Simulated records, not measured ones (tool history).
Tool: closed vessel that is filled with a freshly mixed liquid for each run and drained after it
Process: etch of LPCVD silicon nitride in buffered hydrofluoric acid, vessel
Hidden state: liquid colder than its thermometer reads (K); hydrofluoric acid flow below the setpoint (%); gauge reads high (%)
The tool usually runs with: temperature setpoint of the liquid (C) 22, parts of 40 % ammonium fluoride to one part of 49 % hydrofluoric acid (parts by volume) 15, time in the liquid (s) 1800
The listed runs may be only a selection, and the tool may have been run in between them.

run,hour,temperature setpoint of the liquid (C),parts of 40 % ammonium fluoride to one part of 49 % hydrofluoric acid (parts by volume),time in the liquid (s),wafers since the last listed run,hours since the thermometer was replaced,hours since the hydrofluoric acid flow meter was replaced,hours since the gauge calibration,"read-back film thickness of the LPCVD silicon nitride reference wafer, read on the same gauge (nm)",thickness taken off the LPCVD silicon nitride on a monitor wafer (nm)
1,0,22,15,1800,0,46.2,441.2,324.6,39.98,15.24
2,81.4,22,15,1800,2811,127.6,522.6,406,39.99,15.02
3,134.4,22,15,1800,1830,180.6,575.6,459,40,14.72
4,175,22,15,1800,1402,221.2,616.2,499.6,39.96,14.93
5,275.1,22,15,1800,3457,321.3,716.3,599.7,40,14.88
6,321.3,22,12,1800,1595,367.5,762.5,645.9,39.98,18
7,410,22,12,1510,3063,456.2,851.2,734.6,40.02,15.2
# hour 429.8: gauge calibrated
8,509.2,26,18,1205,3425,555.4,950.4,79.4,40.01,10.07
9,581.7,22,15,1800,2503,627.9,1022.9,151.9,40.03,14.21
# hour 653.9: thermometer replaced
10,657.4,22,11,800,2579,3.5,1098.6,227.6,39.99,9.07
11,698.5,18,17,1800,1419,44.6,1139.7,268.7,39.95,10.5
# hour 750.3: hydrofluoric acid flow meter replaced
12,806.5,22,15,1800,3695,152.6,56.2,376.7,40,14.93
13,905.6,22,15,1800,3422,251.7,155.3,475.8,39.97,14.87
14,966.7,23.5,18.5,1065,2110,312.8,216.4,536.9,40.03,7.72

Alternative continuations, all from the tool just after run 14; predict every row:
A,967.9,22,15,1800,41,314,217.6,538.1,?,?
B,967.9,22,15,2675,41,314,217.6,538.1,?,?
C,967.9,24.5,10.5,1280,41,314,217.6,538.1,?,?

run,"read-back film thickness of the LPCVD silicon nitride reference wafer, read on the same gauge (nm)",thickness taken off the LPCVD silicon nitride on a monitor wafer (nm)
A,40,14.45
B,40,21.48
C,40,16.72
What these runs would have given with no unlogged condition in the tool:
run,thickness taken off the LPCVD silicon nitride on a monitor wafer (nm)
A,15.03
B,22.34
C,17.38
